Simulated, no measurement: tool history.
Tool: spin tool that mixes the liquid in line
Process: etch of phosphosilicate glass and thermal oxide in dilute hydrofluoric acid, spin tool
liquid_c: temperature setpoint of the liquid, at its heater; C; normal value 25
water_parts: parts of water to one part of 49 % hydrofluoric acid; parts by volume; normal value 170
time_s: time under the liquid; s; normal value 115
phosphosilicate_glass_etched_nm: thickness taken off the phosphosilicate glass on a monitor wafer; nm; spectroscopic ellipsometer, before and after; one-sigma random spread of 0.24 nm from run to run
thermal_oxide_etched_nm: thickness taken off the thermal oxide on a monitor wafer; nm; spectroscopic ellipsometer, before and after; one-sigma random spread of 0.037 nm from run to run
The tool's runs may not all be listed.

run    hour  liquid_c  water_parts  time_s  read-back film thickness of the phosphosilicate glass reference wafer, read on the same gauge (nm)  read-back film thickness of the thermal oxide reference wafer, read on the same gauge (nm)  phosphosilicate_glass_etched_nm  thermal_oxide_etched_nm
  1       0        25          170     115                                                                                               90.03                                                                                      140.01                            39.39                     3.05
  2    45.8        25          170     115                                                                                               90.01                                                                                     140.005                            39.48                    3.087
  3    85.4        25          170     115                                                                                                  90                                                                                     140.003                            39.11                    3.089
  4   113.2        25          170     115                                                                                               89.97                                                                                     139.988                            39.58                    3.024
  5   156.1        25          170     115                                                                                               90.02                                                                                     140.012                            38.78                     3.09
  6   363.2      27.5          170     115                                                                                                  90                                                                                     140.022                            41.93                    3.252
        374  -- hydrofluoric acid flow meter replaced
  7   392.5      27.5          170     115                                                                                               89.98                                                                                     139.996                            43.58                    3.472
  8   419.4      27.5          170     115                                                                                               90.01                                                                                      139.98                            44.03                    3.439
      439.4  -- gauge calibrated
  9   451.1        28          170     155                                                                                                  90                                                                                     140.003                            60.38                    4.603
 10   501.7        25          170     150                                                                                               90.01                                                                                         140                            51.93                    3.939
 11   569.5      29.5           90     170                                                                                               89.99                                                                                      140.03                           147.65                   11.325
      575.8  -- thermometer replaced
 12   641.4        25          170     115                                                                                               90.01                                                                                     139.977                            37.54                     2.98
 13   679.6        25          170     115                                                                                               90.01                                                                                         140                            37.34                    2.887
 14     725        28          245      70                                                                                               89.96                                                                                     140.007                            16.34                     1.26
 15   763.9      21.5          115     115                                                                                                  90                                                                                     139.998                            52.12                    4.021
 16   799.1      26.5           90     170                                                                                               89.98                                                                                      140.01                           123.44                    9.786
 17   849.7        25          170     115                                                                                               89.97                                                                                     140.019                            37.57                    2.947
      859.9  -- hydrofluoric acid flow meter replaced
 18   919.7      26.5          130     170                                                                                               90.01                                                                                         140                            83.76                    6.505
 19   963.5        25          220     160                                                                                               89.96                                                                                     140.029                            39.81                    3.113
 20  1028.4        25          170     115                                                                                               90.01                                                                                     140.015                            38.74                     2.95
 21  1098.9      21.5          115      85                                                                                               89.99                                                                                     140.019                             39.4                     3.11
 22  1149.6        25          170     140                                                                                               90.05                                                                                     140.005                             47.5                    3.698
 23    1193        25          170      95                                                                                                  90                                                                                     140.017                            31.63                    2.525
 24  1219.3        25          170     185                                                                                               90.02                                                                                     139.977                            61.68                    4.763
 25    1251        25          170     115                                                                                               90.04                                                                                     140.008                            38.43                    2.917

Some steps in phosphosilicate_glass_etched_nm between neighbouring runs. How much of each would the tool show without its hidden state too (settings, what came in, random variation), and how much is left for the hidden state, with any gauge scatter that isn't in both results?
The tool's hidden condition here consists of: liquid hotter than its thermometer reads (K); hydrofluoric acid flow below the setpoint (%); gauge reads high (%).
Run 10 -> 11: liquid_c 25 -> 29.5, water_parts 170 -> 90, time_s 150 -> 170. phosphosilicate_glass_etched_nm +95.72 nm: hidden state +3.27, all else +92.45.
Run 11 -> 12: liquid_c 29.5 -> 25, water_parts 90 -> 170, time_s 170 -> 115, thermometer replaced. phosphosilicate_glass_etched_nm -110.11 nm: hidden state -5.74, all else -104.37.
